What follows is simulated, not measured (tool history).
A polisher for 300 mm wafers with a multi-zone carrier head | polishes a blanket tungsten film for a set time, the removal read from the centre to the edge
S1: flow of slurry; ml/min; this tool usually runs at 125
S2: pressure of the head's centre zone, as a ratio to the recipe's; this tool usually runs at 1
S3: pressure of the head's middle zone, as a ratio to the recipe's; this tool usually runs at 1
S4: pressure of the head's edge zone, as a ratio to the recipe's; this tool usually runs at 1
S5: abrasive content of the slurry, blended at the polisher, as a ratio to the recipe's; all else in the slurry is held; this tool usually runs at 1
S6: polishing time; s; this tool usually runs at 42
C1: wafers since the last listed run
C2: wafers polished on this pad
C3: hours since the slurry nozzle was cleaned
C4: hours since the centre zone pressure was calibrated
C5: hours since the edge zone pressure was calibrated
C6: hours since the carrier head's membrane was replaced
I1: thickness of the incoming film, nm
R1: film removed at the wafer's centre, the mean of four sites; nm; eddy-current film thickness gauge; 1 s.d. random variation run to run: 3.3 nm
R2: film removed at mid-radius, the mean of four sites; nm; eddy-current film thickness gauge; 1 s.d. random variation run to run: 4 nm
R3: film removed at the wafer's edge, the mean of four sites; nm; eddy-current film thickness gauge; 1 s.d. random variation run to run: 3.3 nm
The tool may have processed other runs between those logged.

run 1 day=0 | S1=125 S2=1 S3=1 S4=1 S5=1 S6=42 | C1=0 C2=1004 C3=47.8 C4=1374.4 C5=38.3 C6=1744.8 | I1=681.4 | R1=256.9 R2=264.7 R3=256.4
run 2 day=0.671 | S1=125 S2=1 S3=1 S4=1 S5=1 S6=42 | C1=95 C2=1099 C3=63.9 C4=1390.5 C5=54.4 C6=1760.9 | I1=674.8 | R1=253.5 R2=267.4 R3=254.1
run 3 day=2.104 | S1=125 S2=1 S3=1 S4=1 S5=1 S6=42 | C1=203 C2=1302 C3=98.3 C4=1424.9 C5=88.8 C6=1795.3 | I1=687.9 | R1=251.7 R2=261.3 R3=248.3
-- day=3.567 worn pad replaced by a new one, of another model than before
run 4 day=3.588 | S1=125 S2=1 S3=1 S4=1 S5=1.15 S6=42 | C1=186 C2=2 C3=133.9 C4=1460.5 C5=124.4 C6=1830.9 | I1=682.5 | R1=249.8 R2=255.4 R3=252.1
run 5 day=4.617 | S1=125 S2=1 S3=1 S4=1 S5=1.15 S6=42 | C1=145 C2=148 C3=158.6 C4=1485.2 C5=149.1 C6=1855.6 | I1=674 | R1=242.9 R2=259.6 R3=253
run 6 day=5.125 | S1=125 S2=1 S3=1 S4=1 S5=1.15 S6=42 | C1=72 C2=220 C3=170.8 C4=1497.4 C5=161.3 C6=1867.8 | I1=690.7 | R1=235.3 R2=255.6 R3=248.4
run 7 day=6.362 | S1=125 S2=1 S3=1 S4=1 S5=1.1 S6=42 | C1=175 C2=396 C3=200.5 C4=1527.1 C5=191 C6=1897.5 | I1=674.5 | R1=227.3 R2=244.8 R3=245.3
-- day=6.879 centre zone pressure recalibrated
run 8 day=7.817 | S1=125 S2=1 S3=1 S4=1 S5=1 S6=42 | C1=194 C2=590 C3=235.4 C4=22.5 C5=225.9 C6=1932.4 | I1=667.1 | R1=215.2 R2=233.1 R3=236.3
-- day=8.529 slurry nozzle cleaned
run 9 day=8.771 | S1=125 S2=1 S3=1 S4=1 S5=1 S6=42 | C1=129 C2=719 C3=5.8 C4=45.4 C5=248.8 C6=1955.3 | I1=676.2 | R1=260.1 R2=270.9 R3=255.9
run 10 day=9.896 | S1=125 S2=1 S3=1 S4=1 S5=1 S6=54 | C1=159 C2=879 C3=32.8 C4=72.4 C5=275.8 C6=1982.3 | I1=688.2 | R1=318.7 R2=342.1 R3=327.8
run 11 day=10.817 | S1=125 S2=1 S3=0.95 S4=1 S5=0.75 S6=50 | C1=130 C2=1009 C3=54.9 C4=94.5 C5=297.9 C6=2004.4 | I1=694 | R1=287.6 R2=283.4 R3=285
run 12 day=11.362 | S1=125 S2=1 S3=1 S4=1 S5=1 S6=42 | C1=77 C2=1087 C3=68 C4=107.6 C5=311 C6=2017.5 | I1=690.2 | R1=249.9 R2=254.9 R3=247.4
-- day=12.25 worn pad replaced by a new one
run 13 day=12.275 | S1=80 S2=0.94 S3=0.95 S4=1 S5=1 S6=42 | C1=105 C2=3 C3=89.9 C4=129.5 C5=332.9 C6=2039.4 | I1=684.1 | R1=154.4 R2=171.6 R3=204.9
-- day=13.512 carrier head's membrane replaced by a new one
run 14 day=13.533 | S1=125 S2=1.05 S3=0.93 S4=1 S5=1 S6=50 | C1=148 C2=152 C3=120.1 C4=159.7 C5=363.1 C6=0.5 | I1=682.9 | R1=302.3 R2=282.1 R3=298.3
-- day=13.971 edge zone pressure recalibrated
run 15 day=14.229 | S1=125 S2=0.9 S3=1 S4=0.91 S5=0.8 S6=34 | C1=86 C2=239 C3=136.8 C4=176.4 C5=6.2 C6=17.2 | I1=665.8 | R1=167.2 R2=188.1 R3=183.3
run 16 day=17.146 | S1=160 S2=1 S3=1 S4=1 S5=0.75 S6=42 | C1=413 C2=652 C3=206.8 C4=246.4 C5=76.2 C6=87.2 | I1=668.4 | R1=239.7 R2=250.9 R3=245
run 17 day=18.004 | S1=125 S2=1 S3=1 S4=1.12 S5=1 S6=35 | C1=121 C2=774 C3=227.4 C4=267 C5=96.8 C6=107.8 | I1=691 | R1=186.4 R2=195.1 R3=206.1
run 18 day=18.992 | S1=125 S2=1 S3=1.04 S4=1 S5=1 S6=42 | C1=139 C2=914 C3=251.1 C4=290.7 C5=120.5 C6=131.5 | I1=678.5 | R1=218.1 R2=240.2 R3=235
-- day=20.104 slurry nozzle cleaned
run 19 day=20.354 | S1=125 S2=1 S3=1 S4=1 S5=1.15 S6=42 | C1=187 C2=1101 C3=6 C4=323.4 C5=153.2 C6=164.2 | I1=664.9 | R1=269 R2=271.8 R3=266.8
run 20 day=20.942 | S1=125 S2=1 S3=0.94 S4=1 S5=1 S6=42 | C1=83 C2=1184 C3=20.1 C4=337.5 C5=167.3 C6=178.3 | I1=677.5 | R1=257.3 R2=257.4 R3=259.8
run 21 day=21.771 | S1=125 S2=0.96 S3=0.91 S4=0.97 S5=1 S6=42 | C1=117 C2=1302 C3=40 C4=357.4 C5=187.2 C6=198.2 | I1=681.7 | R1=241.2 R2=244 R3=253.9

Alternative continuations, all from the tool just after run 21; predict every row:
run A day=21.788 | S1=125 S2=1 S3=1 S4=1.1 S5=1 S6=42 | C1=2 C2=1304 C3=40.4 C4=357.8 C5=187.6 C6=198.6 | I1=684.4 | R1=? R2=? R3=?
run B day=21.788 | S1=165 S2=1 S3=1 S4=1 S5=1 S6=42 | C1=2 C2=1304 C3=40.4 C4=357.8 C5=187.6 C6=198.6 | I1=684.4 | R1=? R2=? R3=?
run C day=21.788 | S1=105 S2=1 S3=1 S4=1 S5=1 S6=37 | C1=2 C2=1304 C3=40.4 C4=357.8 C5=187.6 C6=198.6 | I1=684.4 | R1=? R2=? R3=?
run D day=21.788 | S1=125 S2=1 S3=1.11 S4=1 S5=0.9 S6=49 | C1=2 C2=1304 C3=40.4 C4=357.8 C5=187.6 C6=198.6 | I1=684.4 | R1=? R2=? R3=?

run=A R1=258.3 R2=261 R3=268.2
run=B R1=284.3 R2=284 R3=271.7
run=C R1=206.4 R2=211.4 R3=213
run=D R1=295.2 R2=325.7 R3=291.7
Stripped of hidden state, with their random variation kept, the same runs would have yielded:
run=A R1=264.6 R2=266.5 R3=272.2
run=B R1=288.9 R2=288 R3=274.6
run=C R1=213.2 R2=217.3 R3=216.9
run=D R1=302.4 R2=332.6 R3=296

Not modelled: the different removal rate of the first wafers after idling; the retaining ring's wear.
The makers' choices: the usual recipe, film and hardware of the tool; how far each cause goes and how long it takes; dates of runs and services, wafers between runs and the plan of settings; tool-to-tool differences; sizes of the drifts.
